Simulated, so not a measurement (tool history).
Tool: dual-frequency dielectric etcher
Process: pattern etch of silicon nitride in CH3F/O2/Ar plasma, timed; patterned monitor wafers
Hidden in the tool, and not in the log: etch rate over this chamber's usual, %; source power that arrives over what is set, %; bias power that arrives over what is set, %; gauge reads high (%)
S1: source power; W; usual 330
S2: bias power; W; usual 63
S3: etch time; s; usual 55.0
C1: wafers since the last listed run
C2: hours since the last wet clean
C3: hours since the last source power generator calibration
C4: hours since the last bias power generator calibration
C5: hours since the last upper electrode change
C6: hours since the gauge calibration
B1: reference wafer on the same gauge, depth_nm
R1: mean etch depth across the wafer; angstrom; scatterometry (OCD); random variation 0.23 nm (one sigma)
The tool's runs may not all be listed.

{"run": 1, "hour": 0.0, "S1": 310, "S2": 63, "S3": 55.0, "C1": 0, "C2": 399.6, "C3": 1344.5, "C4": 1320.9, "C5": 3993.2, "C6": 356.3, "B1": 32.39, "R1": 325.4}
{"hour": 128.2, "done": "wet clean of the chamber"}
{"run": 2, "hour": 188.4, "S1": 350, "S2": 63, "S3": 55.0, "C1": 2164, "C2": 60.2, "C3": 1532.9, "C4": 1509.3, "C5": 4181.6, "C6": 544.7, "B1": 32.25, "R1": 342.7}
{"run": 3, "hour": 286.7, "S1": 330, "S2": 63, "S3": 55.0, "C1": 1294, "C2": 158.5, "C3": 1631.2, "C4": 1607.6, "C5": 4279.9, "C6": 643.0, "B1": 32.31, "R1": 327.9}
{"run": 4, "hour": 331.5, "S1": 330, "S2": 63, "S3": 55.0, "C1": 589, "C2": 203.3, "C3": 1676.0, "C4": 1652.4, "C5": 4324.7, "C6": 687.8, "B1": 32.4, "R1": 332.0}
{"run": 5, "hour": 371.5, "S1": 330, "S2": 63, "S3": 55.0, "C1": 526, "C2": 243.3, "C3": 1716.0, "C4": 1692.4, "C5": 4364.7, "C6": 727.8, "B1": 32.33, "R1": 335.6}
{"run": 6, "hour": 455.7, "S1": 330, "S2": 63, "S3": 55.0, "C1": 1108, "C2": 327.5, "C3": 1800.2, "C4": 1776.6, "C5": 4448.9, "C6": 812.0, "B1": 32.35, "R1": 333.1}
{"run": 7, "hour": 540.4, "S1": 330, "S2": 63, "S3": 55.0, "C1": 1115, "C2": 412.2, "C3": 1884.9, "C4": 1861.3, "C5": 4533.6, "C6": 896.7, "B1": 32.22, "R1": 341.6}
{"hour": 572.0, "done": "gauge calibrated"}
{"run": 8, "hour": 593.5, "S1": 330, "S2": 63, "S3": 55.0, "C1": 699, "C2": 465.3, "C3": 1938.0, "C4": 1914.4, "C5": 4586.7, "C6": 21.5, "B1": 32.25, "R1": 342.0}
{"hour": 668.4, "done": "source power generator calibrated"}
{"hour": 703.8, "done": "wet clean of the chamber"}
{"run": 9, "hour": 704.3, "S1": 330, "S2": 63, "S3": 65.5, "C1": 1090, "C2": 0.5, "C3": 35.9, "C4": 2025.2, "C5": 4697.5, "C6": 132.3, "B1": 32.42, "R1": 393.0}
{"run": 10, "hour": 771.0, "S1": 330, "S2": 63, "S3": 55.0, "C1": 878, "C2": 67.2, "C3": 102.6, "C4": 2091.9, "C5": 4764.2, "C6": 199.0, "B1": 32.23, "R1": 331.7}
{"run": 11, "hour": 871.6, "S1": 330, "S2": 63, "S3": 55.0, "C1": 1324, "C2": 167.8, "C3": 203.2, "C4": 2192.5, "C5": 4864.8, "C6": 299.6, "B1": 32.32, "R1": 331.4}
{"run": 12, "hour": 943.1, "S1": 330, "S2": 51, "S3": 55.0, "C1": 941, "C2": 239.3, "C3": 274.7, "C4": 2264.0, "C5": 4936.3, "C6": 371.1, "B1": 32.28, "R1": 322.9}
{"hour": 1051.1, "done": "upper electrode replaced"}
{"run": 13, "hour": 1051.6, "S1": 330, "S2": 63, "S3": 55.0, "C1": 1112, "C2": 347.8, "C3": 383.2, "C4": 2372.5, "C5": 0.5, "C6": 479.6, "B1": 32.31, "R1": 338.4}
{"run": 14, "hour": 1099.6, "S1": 330, "S2": 63, "S3": 55.0, "C1": 632, "C2": 395.8, "C3": 431.2, "C4": 2420.5, "C5": 48.5, "C6": 527.6, "B1": 32.36, "R1": 343.9}
{"hour": 1155.6, "done": "wet clean of the chamber"}
{"run": 15, "hour": 1159.2, "S1": 360, "S2": 51, "S3": 43.5, "C1": 468, "C2": 3.6, "C3": 490.8, "C4": 2480.1, "C5": 108.1, "C6": 587.2, "B1": 32.32, "R1": 256.7}
{"hour": 1237.4, "done": "bias power generator calibrated"}
{"run": 16, "hour": 1261.3, "S1": 380, "S2": 63, "S3": 41.0, "C1": 1291, "C2": 105.7, "C3": 592.9, "C4": 23.9, "C5": 210.2, "C6": 689.3, "B1": 32.33, "R1": 265.8}
{"run": 17, "hour": 1334.7, "S1": 330, "S2": 63, "S3": 41.5, "C1": 966, "C2": 179.1, "C3": 666.3, "C4": 97.3, "C5": 283.6, "C6": 762.7, "B1": 32.27, "R1": 247.3}
{"run": 18, "hour": 1389.2, "S1": 260, "S2": 72, "S3": 64.0, "C1": 717, "C2": 233.6, "C3": 720.8, "C4": 151.8, "C5": 338.1, "C6": 817.2, "B1": 32.18, "R1": 341.2}
{"hour": 1404.4, "done": "gauge calibrated"}
{"run": 19, "hour": 1470.0, "S1": 310, "S2": 52, "S3": 60.0, "C1": 1064, "C2": 314.4, "C3": 801.6, "C4": 232.6, "C5": 418.9, "C6": 65.6, "B1": 32.37, "R1": 337.8}
{"run": 20, "hour": 1529.0, "S1": 330, "S2": 63, "S3": 45.5, "C1": 776, "C2": 373.4, "C3": 860.6, "C4": 291.6, "C5": 477.9, "C6": 124.6, "B1": 32.32, "R1": 279.5}
{"hour": 1626.6, "done": "wet clean of the chamber"}
{"run": 21, "hour": 1627.1, "S1": 330, "S2": 50, "S3": 55.0, "C1": 975, "C2": 0.5, "C3": 958.7, "C4": 389.7, "C5": 576.0, "C6": 222.7, "B1": 32.37, "R1": 306.1}
{"run": 22, "hour": 1699.9, "S1": 330, "S2": 63, "S3": 55.0, "C1": 958, "C2": 73.3, "C3": 1031.5, "C4": 462.5, "C5": 648.8, "C6": 295.5, "B1": 32.2, "R1": 328.7}
{"run": 23, "hour": 1758.1, "S1": 330, "S2": 63, "S3": 41.5, "C1": 766, "C2": 131.5, "C3": 1089.7, "C4": 520.7, "C5": 707.0, "C6": 353.7, "B1": 32.21, "R1": 249.5}
{"run": 24, "hour": 1844.3, "S1": 390, "S2": 55, "S3": 66.5, "C1": 1135, "C2": 217.7, "C3": 1175.9, "C4": 606.9, "C5": 793.2, "C6": 439.9, "B1": 32.35, "R1": 431.8}

What the log doesn't show, run by run:
source power that arrives over what is set, %: 0 in every run
bias power that arrives over what is set, %: 0 in every run
gauge reads high (%): 0 in every run
H1: etch rate over this chamber's usual, %
run=1 H1=3.49
run=2 H1=0.914
run=3 H1=1.93
run=4 H1=2.39
run=5 H1=2.8
run=6 H1=3.67
run=7 H1=4.55
run=8 H1=5.1
run=9 H1=0.657
run=10 H1=1.35
run=11 H1=2.38
run=12 H1=3.12
run=13 H1=4.24
run=14 H1=4.74
run=15 H1=-0.336
run=16 H1=0.718
run=17 H1=1.48
run=18 H1=2.04
run=19 H1=2.87
run=20 H1=3.48
run=21 H1=-0.0512
run=22 H1=0.7
run=23 H1=1.3
run=24 H1=2.19

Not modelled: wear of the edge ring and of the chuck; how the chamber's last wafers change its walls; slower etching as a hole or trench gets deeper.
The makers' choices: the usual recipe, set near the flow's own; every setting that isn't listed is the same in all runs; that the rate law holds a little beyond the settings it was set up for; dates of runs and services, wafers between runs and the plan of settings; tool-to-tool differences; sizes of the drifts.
